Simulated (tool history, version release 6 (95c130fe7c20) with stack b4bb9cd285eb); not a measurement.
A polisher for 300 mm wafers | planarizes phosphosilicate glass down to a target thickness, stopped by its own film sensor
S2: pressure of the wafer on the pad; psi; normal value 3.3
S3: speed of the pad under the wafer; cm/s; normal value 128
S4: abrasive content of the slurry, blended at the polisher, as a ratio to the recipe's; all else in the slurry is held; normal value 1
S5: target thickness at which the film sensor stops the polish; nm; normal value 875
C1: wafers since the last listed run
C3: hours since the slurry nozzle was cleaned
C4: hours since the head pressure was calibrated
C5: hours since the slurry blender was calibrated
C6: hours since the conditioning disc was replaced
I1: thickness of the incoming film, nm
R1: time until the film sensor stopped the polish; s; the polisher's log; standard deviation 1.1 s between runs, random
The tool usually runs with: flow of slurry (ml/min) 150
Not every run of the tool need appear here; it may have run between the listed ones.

Run 1, day 0: usual settings; C1 0; wafers polished on this pad 6563; C3 294.6; C4 506.3; C5 354.3; C6 577.6; I1 1540.5. Result: R1 63.7 s.
Run 2, day 1.667: usual settings but S2 3.8 psi, S5 677 nm; C1 386; wafers polished on this pad 6949; C3 334.6; C4 546.3; C5 394.3; C6 617.6; I1 1554.8. Result: R1 72.3 s.
At day 4.379: worn pad replaced by a new one.
Run 3, day 4.396: usual settings but S4 0.9, S5 965 nm; C1 593; wafers polished on this pad 3; C3 400.1; C4 611.8; C5 459.8; C6 683.1; I1 1555.9. Result: R1 50.8 s.
At day 4.9: conditioning disc replaced and pad reconditioned.
Run 4, day 8.45: usual settings but flow of slurry (ml/min) 120; C1 919; wafers polished on this pad 923; C3 497.4; C4 709.1; C5 557.1; C6 85.2; I1 1537.8. Result: R1 57.3 s.
Run 5, day 10.771: usual settings but flow of slurry (ml/min) 125, S2 4.3 psi, S5 806 nm; C1 537; wafers polished on this pad 1460; C3 553.1; C4 764.8; C5 612.8; C6 140.9; I1 1555.1. Result: R1 52.4 s.
At day 11.521: head pressure recalibrated.
Run 6, day 14.783: usual settings but S2 4.5 psi, S3 114 cm/s, S4 0.7, S5 985 nm; C1 910; wafers polished on this pad 2371; C3 649.4; C4 78.3; C5 709.1; C6 237.2; I1 1573.7. Result: R1 48.7 s.
At day 17.721: slurry nozzle cleaned.
At day 18.042: slurry blender recalibrated.
Run 7, day 18.758: usual settings but flow of slurry (ml/min) 120, S5 1105 nm; C1 891; wafers polished on this pad 3262; C3 24.9; C4 173.7; C5 17.2; C6 332.6; I1 1549.2. Result: R1 40.4 s.
Run 8, day 21.796: usual settings; C1 703; wafers polished on this pad 3966; C3 97.8; C4 246.6; C5 90.1; C6 405.5; I1 1536.8. Result: R1 57.6 s.
Run 9, day 25.221: usual settings; C1 793; wafers polished on this pad 4759; C3 180; C4 328.8; C5 172.3; C6 487.7; I1 1570.2. Result: R1 63.3 s.
Run 10, day 27.817: usual settings but S2 2.5 psi, S3 140 cm/s, S4 0.75, S5 786 nm; C1 601; wafers polished on this pad 5360; C3 242.3; C4 391.1; C5 234.6; C6 550; I1 1523.1. Result: R1 96.4 s.
Run 11, day 30.483: usual settings; C1 617; wafers polished on this pad 5978; C3 306.3; C4 455.1; C5 298.6; C6 614; I1 1539.3. Result: R1 61.3 s.
At day 32.538: conditioning disc replaced and pad reconditioned.
Run 12, day 34.412: usual settings; C1 890; wafers polished on this pad 6869; C3 400.6; C4 549.4; C5 392.9; C6 45; I1 1541.4. Result: R1 64.5 s.
At day 36.646: worn pad replaced by a new one.
Run 13, day 38.062: usual settings; C1 806; wafers polished on this pad 328; C3 488.2; C4 637; C5 480.5; C6 132.6; I1 1570.3. Result: R1 57 s.
Run 14, day 40.971: usual settings but S2 4.5 psi, S3 100 cm/s; C1 673; wafers polished on this pad 1001; C3 558; C4 706.8; C5 550.3; C6 202.4; I1 1525.4. Result: R1 45.3 s.
Run 15, day 43.096: usual settings but flow of slurry (ml/min) 125, S2 4.3 psi, S5 806 nm; C1 492; wafers polished on this pad 1493; C3 609; C4 757.8; C5 601.3; C6 253.4; I1 1538.5. Result: R1 51.5 s.
At day 43.871: head pressure recalibrated.
At day 45.779: slurry nozzle cleaned.
Run 16, day 46.417: usual settings but flow of slurry (ml/min) 125, S2 4.3 psi, S5 806 nm; C1 740; wafers polished on this pad 2234; C3 15.3; C4 61.1; C5 681; C6 333.1; I1 1556.6. Result: R1 52.4 s.
At day 49.558: slurry blender recalibrated.
Run 17, day 50.575: usual settings but S3 142 cm/s; C1 943; wafers polished on this pad 3177; C3 115.1; C4 160.9; C5 24.4; C6 432.9; I1 1556.3. Result: R1 58.4 s.
Run 18, day 63.9: usual settings but flow of slurry (ml/min) 170; C1 3086; wafers polished on this pad 6264; C3 434.9; C4 480.7; C5 344.2; C6 752.7; I1 1548. Result: R1 62.9 s.
At day 64.279: worn pad replaced by a new one.
At day 65.088: conditioning disc replaced and pad reconditioned.
Run 19, day 65.767: usual settings but S4 1.25; C1 374; wafers polished on this pad 325; C3 479.7; C4 525.5; C5 389; C6 16.3; I1 1568.6. Result: R1 52.5 s.
Run 20, day 68.55: usual settings but flow of slurry (ml/min) 120, S2 2.3 psi; C1 644; wafers polished on this pad 970; C3 546.5; C4 592.3; C5 455.8; C6 83.1; I1 1530.3. Result: R1 79.3 s.
Run 21, day 72.408: usual settings but flow of slurry (ml/min) 120, S2 4.5 psi, S3 148 cm/s, S4 0.7; C1 893; wafers polished on this pad 1863; C3 639.1; C4 684.9; C5 548.4; C6 175.7; I1 1554.3. Result: R1 51.9 s.
At day 75.679: head pressure recalibrated.
Run 22, day 75.846: usual settings; C1 776; wafers polished on this pad 2640; C3 721.6; C4 4; C5 630.9; C6 258.2; I1 1536.1. Result: R1 58.5 s.
At day 76.233: slurry nozzle cleaned.
Run 23, day 78.338: usual settings but S5 988 nm; C1 567; wafers polished on this pad 3208; C3 50.5; C4 63.8; C5 690.7; C6 318; I1 1541.1. Result: R1 51.3 s.
Run 24, day 80.708: usual settings but S5 645 nm; C1 549; wafers polished on this pad 3757; C3 107.4; C4 120.7; C5 747.6; C6 374.9; I1 1574. Result: R1 81.3 s.
At day 82.217: slurry blender recalibrated.
Run 25, day 84.679: usual settings but flow of slurry (ml/min) 195, S2 2.4 psi, S3 142 cm/s, S5 729 nm; C1 900; wafers polished on this pad 4657; C3 202.7; C4 216; C5 59.1; C6 470.2; I1 1529.1. Result: R1 90.8 s.

Predict each of these 4 candidate next runs independently; none follows another, all start after run 25:
Run A, day 84.696: usual settings; C1 3; wafers polished on this pad 4661; C3 203.1; C4 216.4; C5 59.5; C6 470.6; I1 1560.9. Result: R1 ?.
Run B, day 84.696: usual settings but S3 144 cm/s; C1 3; wafers polished on this pad 4661; C3 203.1; C4 216.4; C5 59.5; C6 470.6; I1 1560.9. Result: R1 ?.
Run C, day 84.696: usual settings but flow of slurry (ml/min) 125; C1 3; wafers polished on this pad 4661; C3 203.1; C4 216.4; C5 59.5; C6 470.6; I1 1560.9. Result: R1 ?.
Run D, day 84.696: usual settings but S2 4.4 psi, S3 156 cm/s, S4 0.8, S5 1017 nm; C1 3; wafers polished on this pad 4661; C3 203.1; C4 216.4; C5 59.5; C6 470.6; I1 1560.9. Result: R1 ?.

run    R1
  A  62.4
  B  58.8
  C  63.7
  D  38.5
Had the tool no hidden state, the same runs would have come out as:
run    R1
  A  56.1
  B  52.9
  C  57.3
  D  34.6
